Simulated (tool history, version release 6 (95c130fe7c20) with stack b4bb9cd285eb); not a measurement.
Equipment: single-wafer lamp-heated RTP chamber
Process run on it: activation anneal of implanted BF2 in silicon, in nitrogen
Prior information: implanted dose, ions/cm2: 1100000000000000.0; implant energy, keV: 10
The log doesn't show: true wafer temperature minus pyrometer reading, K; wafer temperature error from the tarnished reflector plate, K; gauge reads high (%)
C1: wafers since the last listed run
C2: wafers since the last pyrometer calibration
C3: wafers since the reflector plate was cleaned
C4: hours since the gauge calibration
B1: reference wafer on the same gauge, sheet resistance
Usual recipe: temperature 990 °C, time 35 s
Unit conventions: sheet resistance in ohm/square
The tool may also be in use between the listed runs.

Run 1, hour 0: usual settings but temperature 998 °C; C1 0; C2 4555; C3 11538; C4 91.1; B1 189.9. Result: sheet resistance 205.69 ohm/square.
Run 2, hour 16.2: usual settings but temperature 1001 °C, time 23 s; C1 179; C2 4735; C3 11718; C4 107.3; B1 189.97. Result: sheet resistance 221.05 ohm/square.
Run 3, hour 34.9: usual settings but temperature 1001 °C, time 23 s; C1 207; C2 4942; C3 11925; C4 126; B1 190.03. Result: sheet resistance 222.02 ohm/square.
Run 4, hour 64.2: usual settings but temperature 1001 °C; C1 325; C2 5268; C3 12251; C4 155.3; B1 190.05. Result: sheet resistance 198.62 ohm/square.
Run 5, hour 79.1: usual settings but temperature 1001 °C; C1 165; C2 5433; C3 12416; C4 170.2; B1 189.85. Result: sheet resistance 199.44 ohm/square.
Run 6, hour 105.8: usual settings but temperature 1001 °C; C1 296; C2 5730; C3 12713; C4 196.9; B1 190.28. Result: sheet resistance 197.92 ohm/square.
At hour 127: reflector plate cleaned.
Run 7, hour 141.3: usual settings but temperature 968 °C, time 40 s; C1 305; C2 6035; C3 159; C4 232.4; B1 190.04. Result: sheet resistance 259.42 ohm/square.
At hour 170.4: reflector plate cleaned, repeated, since the last time left the tool worse.
Run 8, hour 177.2: usual settings but temperature 981 °C, time 55 s; C1 309; C2 6345; C3 76; C4 268.3; B1 189.97. Result: sheet resistance 230.93 ohm/square.
Run 9, hour 207: usual settings but temperature 1011 °C, time 19 s; C1 330; C2 6676; C3 406; C4 298.1; B1 189.98. Result: sheet resistance 220.71 ohm/square.
At hour 220.7: gauge calibrated.
Run 10, hour 223.2: usual settings but temperature 964 °C, time 47 s; C1 179; C2 6856; C3 586; C4 2.5; B1 189.92. Result: sheet resistance 289.44 ohm/square.
At hour 239.7: pyrometer window cleaned and pyrometer calibrated.
Run 11, hour 240.2: usual settings but temperature 961 °C, time 41 s; C1 99; C2 5; C3 686; C4 19.5; B1 190.12. Result: sheet resistance 309.8 ohm/square.
Run 12, hour 259.5: usual settings but temperature 1001 °C, time 43 s; C1 214; C2 220; C3 901; C4 38.8; B1 190.01. Result: sheet resistance 198.15 ohm/square.
Run 13, hour 276.7: usual settings but temperature 1004 °C; C1 191; C2 411; C3 1092; C4 56; B1 189.72. Result: sheet resistance 201.75 ohm/square.
Run 14, hour 328.3: usual settings; C1 573; C2 984; C3 1665; C4 107.6; B1 189.99. Result: sheet resistance 234.62 ohm/square.

4 options for the next run, each taken on its own from the tool as it stands now. Forecast them:
Run A, hour 328.7: usual settings; C1 4; C2 988; C3 1669; C4 108; B1 ?. Result: sheet resistance ?.
Run B, hour 328.7: usual settings but temperature 975 °C, time 55 s; C1 4; C2 988; C3 1669; C4 108; B1 ?. Result: sheet resistance ?.
Run C, hour 328.7: usual settings but temperature 975 °C, time 56 s; C1 4; C2 988; C3 1669; C4 108; B1 ?. Result: sheet resistance ?.
Run D, hour 328.7: usual settings but temperature 1009 °C, time 25 s; C1 4; C2 988; C3 1669; C4 108; B1 ?. Result: sheet resistance ?.

run      B1  sheet resistance
  A  189.85            233.95
  B  189.85            244.08
  C  189.85            242.82
  D  189.85            208.22
The same runs, with their run-to-run variation unchanged, on a tool lacking any hidden condition would have given:
run  sheet resistance
  A            236.22
  B            246.54
  C            245.27
  D            209.99
